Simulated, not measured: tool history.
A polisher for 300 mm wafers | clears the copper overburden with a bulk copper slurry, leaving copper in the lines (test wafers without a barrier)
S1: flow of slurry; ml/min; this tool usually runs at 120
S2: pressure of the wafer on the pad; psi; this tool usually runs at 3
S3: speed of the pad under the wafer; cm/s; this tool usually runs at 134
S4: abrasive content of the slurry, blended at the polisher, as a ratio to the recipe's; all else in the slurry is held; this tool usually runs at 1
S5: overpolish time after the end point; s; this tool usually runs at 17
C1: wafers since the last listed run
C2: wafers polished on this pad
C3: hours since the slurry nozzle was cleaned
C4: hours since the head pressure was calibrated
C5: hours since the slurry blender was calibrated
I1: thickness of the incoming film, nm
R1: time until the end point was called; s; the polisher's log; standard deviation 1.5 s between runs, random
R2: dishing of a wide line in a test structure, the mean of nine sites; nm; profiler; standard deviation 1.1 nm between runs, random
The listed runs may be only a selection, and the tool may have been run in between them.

run	hour	S1	S2	S3	S4	S5	C1	C2	C3	C4	C5	I1	R1	R2
1	0	120	3	112	1	14	0	377	264.9	284.1	298.6	1231.9	127.9	56.4
2	70.6	120	3	134	1	17	556	934	335.5	354.7	369.2	1223	110	67.1
# hour 74.9: slurry nozzle cleaned
3	116.8	120	3	134	1	17	356	1290	41.9	400.9	415.4	1212.7	113.8	66.7
4	146.9	120	3	134	1	17	237	1528	72	431	445.5	1208.1	110.7	66.1
# hour 171.1: slurry blender recalibrated
5	205.5	120	3.4	134	1	17	446	1974	130.6	489.6	34.4	1232.3	102.9	70.4
# hour 336.4: worn pad replaced by a new one
6	402.5	120	3.4	134	1	17	1522	521	327.6	686.6	231.4	1240.4	100.5	72.1
# hour 425.2: slurry nozzle cleaned
7	551.1	120	3.4	134	1	17	1164	1685	125.9	835.2	380	1221.2	109.4	69.9
8	577.2	120	3	106	1	17	205	1891	152	861.3	406.1	1222.8	149.6	58.7
# hour 600.3: slurry blender recalibrated
9	635	120	3	106	1	17	440	2331	209.8	919.1	34.7	1247	157.2	56.9
10	686.2	120	3	134	1	17	403	2735	261	970.3	85.9	1226.9	123.3	63.7
11	715.8	120	3	134	1	17	233	2968	290.6	999.9	115.5	1238.2	125.1	63.4
12	755	120	3	134	1	23	309	3278	329.8	1039.1	154.7	1232.2	128.7	70.7
# hour 762.3: worn pad replaced by a new one
13	824.5	150	3	134	1.2	22	516	490	399.3	1108.6	224.2	1214.6	104.8	72.2
# hour 839.1: slurry nozzle cleaned
14	878.4	120	3	108	1	17	417	908	39.3	1162.5	278.1	1212.7	142.9	59.3
15	938.6	120	3	134	1	17	474	1382	99.5	1222.7	338.3	1224.9	117.6	65.2
16	971.5	120	3	134	1	17	259	1642	132.4	1255.6	371.2	1228.9	115.3	65.2
17	1035.9	120	3.7	134	1	17	507	2150	196.8	1320	435.6	1223.7	101.4	74
# hour 1054.5: slurry blender recalibrated
18	1064	120	3	134	1	17	205	2356	224.9	1348.1	9.5	1218.9	121.9	65.1
19	1118.8	120	3	134	1	17	432	2788	279.7	1402.9	64.3	1217.9	120.6	64.7
# hour 1133.5: worn pad replaced by a new one
20	1148.5	120	3	134	1	17	202	118	309.4	1432.6	94	1234.5	114.1	67.5
# hour 1170.7: slurry nozzle cleaned
# hour 1207.2: head pressure recalibrated
21	1311.1	135	3	152	1	22	1258	1377	140.4	103.9	256.6	1227.3	93	78.9
22	1367.8	120	3.6	106	0.75	17	447	1824	197.1	160.6	313.3	1206.1	121.4	66.2
23	1403.1	145	3	134	1.1	17	278	2102	232.4	195.9	348.6	1214.2	106.9	67.2
24	1469.4	150	3.3	134	1	17	522	2625	298.7	262.2	414.9	1215.6	105.7	70.6
# hour 1478.1: slurry blender recalibrated
# hour 1495: worn pad replaced by a new one
25	1536	120	3	174	1	17	477	323	365.3	328.8	57.9	1195.7	79.6	77.3
# hour 1579.7: slurry nozzle cleaned
26	1588	120	3	134	1	14	402	725	8.3	380.8	109.9	1229.4	106.9	62.4
27	1617.4	120	3	134	1	17	231	957	37.7	410.2	139.3	1192.3	108.9	67.9

Each run again, without the hidden state but with its own random variation kept:
The hidden state here: removal rate lost through wear of the pad, %; slurry flow missing at the pad, %; deviation of the head's pressure from its setpoint, %; abrasive missing from the slurry, %.
run	R1	R2
1	117.8	59.4
2	98.1	71
3	99.4	71.3
4	95.4	71.1
5	86.4	76.2
6	89	76.6
7	91.4	76
8	123.7	65.6
9	127.1	64.3
10	97.7	71.6
11	98	71.6
12	99.2	78.2
13	91.6	76.6
14	122.5	65
15	98.7	71.4
16	95.6	71.7
17	82.2	81.3
18	97.8	72.8
19	94.7	73
20	99.4	72.7
21	84.8	80.9
22	107.5	70.3
23	93	71.5
24	88.9	76
25	74.5	79.5
26	97.7	65.6
27	98.3	71.4

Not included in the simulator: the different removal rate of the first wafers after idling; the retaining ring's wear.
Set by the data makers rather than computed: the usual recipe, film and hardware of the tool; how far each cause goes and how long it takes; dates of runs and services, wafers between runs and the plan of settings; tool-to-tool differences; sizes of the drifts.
